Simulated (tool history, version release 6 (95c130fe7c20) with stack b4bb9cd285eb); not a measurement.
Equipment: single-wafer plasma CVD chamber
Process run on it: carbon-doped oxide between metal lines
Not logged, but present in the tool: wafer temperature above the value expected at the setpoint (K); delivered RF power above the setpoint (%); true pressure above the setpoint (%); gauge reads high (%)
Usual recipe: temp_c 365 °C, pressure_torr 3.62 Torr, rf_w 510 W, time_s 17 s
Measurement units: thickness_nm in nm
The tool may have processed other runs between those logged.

run	day	temp_c	pressure_torr	rf_w	time_s	wafers since the last listed run	hours since the last thermocouple change	hours since the last RF generator calibration	hours since the last manometer calibration	hours since the showerhead was replaced	hours since the gauge calibration	read-back reference wafer on the same gauge, thickness_nm	thickness_nm
1	0	365	4.17	510	17	0	2453.4	852.9	1039.4	3993	245.7	83.251	74.582
2	0.583	365	4.17	510	17	342	2467.4	866.9	1053.4	4007	259.7	83.296	74.794
3	1.712	365	3.62	510	17	662	2494.5	894	1080.5	4034.1	286.8	83.293	73.425
4	4.458	365	3.62	510	17	1612	2560.4	959.9	1146.4	4100	352.7	83.272	73.395
# day 5.338: thermocouple changed; heater temperature recalibrated
5	5.721	365	3.62	510	17	545	9.2	990.2	1176.7	4130.3	383	83.272	73.338
6	6.404	365	3.62	510	17	401	25.6	1006.6	1193.1	4146.7	399.4	83.28	73.549
7	7.017	372	3.62	510	17	359	40.3	1021.3	1207.8	4161.4	414.1	83.285	72.27
8	8.267	365	3.62	550	17	733	70.3	1051.3	1237.8	4191.4	444.1	83.267	76.002
9	9.742	365	3.62	550	17	865	105.7	1086.7	1273.2	4226.8	479.5	83.237	75.831
10	10.779	365	3.62	510	15.1	609	130.6	1111.6	1298.1	4251.7	504.4	83.334	64.942
11	11.446	365	3.62	510	17	391	146.6	1127.6	1314.1	4267.7	520.4	83.276	73.221
12	12.196	365	3.62	435	17	440	164.6	1145.6	1332.1	4285.7	538.4	83.246	67.459
13	13.583	371	3.62	510	17	814	197.9	1178.9	1365.4	4319	571.7	83.296	72.166
# day 14.604: capacitance manometer re-zeroed and calibrated
14	14.683	358	3.62	565	18.3	450	224.3	1205.3	1.9	4345.4	598.1	83.296	84.282
15	15.483	353	3.62	510	19.2	469	243.5	1224.5	21.1	4364.6	617.3	83.282	85.198
16	16.038	360	2.93	470	17.9	325	256.8	1237.8	34.4	4377.9	630.6	83.275	73.605
17	17.221	378	4.18	430	17	694	285.2	1266.2	62.8	4406.3	659	83.276	66.609
18	17.896	370	3.1	460	14.5	396	301.4	1282.4	79	4422.5	675.2	83.261	58.172
19	19.354	365	3.62	605	17	856	336.4	1317.4	114	4457.5	710.2	83.301	79.812
# day 19.888: RF generator calibrated
# day 20.117: gauge calibrated
20	20.192	365	4.44	600	17	295	356.5	7.3	134.1	4477.6	1.8	83.341	82.883
# day 20.9: showerhead replaced
21	20.921	365	2.84	510	17	232	374	24.8	151.6	0.5	19.3	83.281	73.341
22	21.733	365	3.37	545	20.1	477	393.5	44.3	171.1	20	38.8	83.327	90.626
23	23	365	3.62	510	17	743	423.9	74.7	201.5	50.4	69.2	83.322	75.041
24	24.333	365	3.62	510	19.8	782	455.9	106.7	233.5	82.4	101.2	83.292	87.071
25	24.929	365	3.07	510	17	349	470.2	121	247.8	96.7	115.5	83.314	73.605
26	25.571	365	3.62	510	17	376	485.6	136.4	263.2	112.1	130.9	83.292	74.736
27	26.45	365	3.62	510	17	516	506.7	157.5	284.3	133.2	152	83.272	74.713
28	28.429	365	3.62	595	17	1161	554.2	205	331.8	180.7	199.5	83.272	80.567

Estimate the outcome of run 29 from the log above:
29	29.75	365	3.62	510	17.9	775	585.9	236.7	363.5	212.4	231.2	?	?

{"run 29": {"read-back reference wafer on the same gauge, thickness_nm": 83.269, "thickness_nm": 78.504}}
If the tool had no hidden condition, the same run with the same run-to-run variation would have returned thickness_nm 79.027 nm.

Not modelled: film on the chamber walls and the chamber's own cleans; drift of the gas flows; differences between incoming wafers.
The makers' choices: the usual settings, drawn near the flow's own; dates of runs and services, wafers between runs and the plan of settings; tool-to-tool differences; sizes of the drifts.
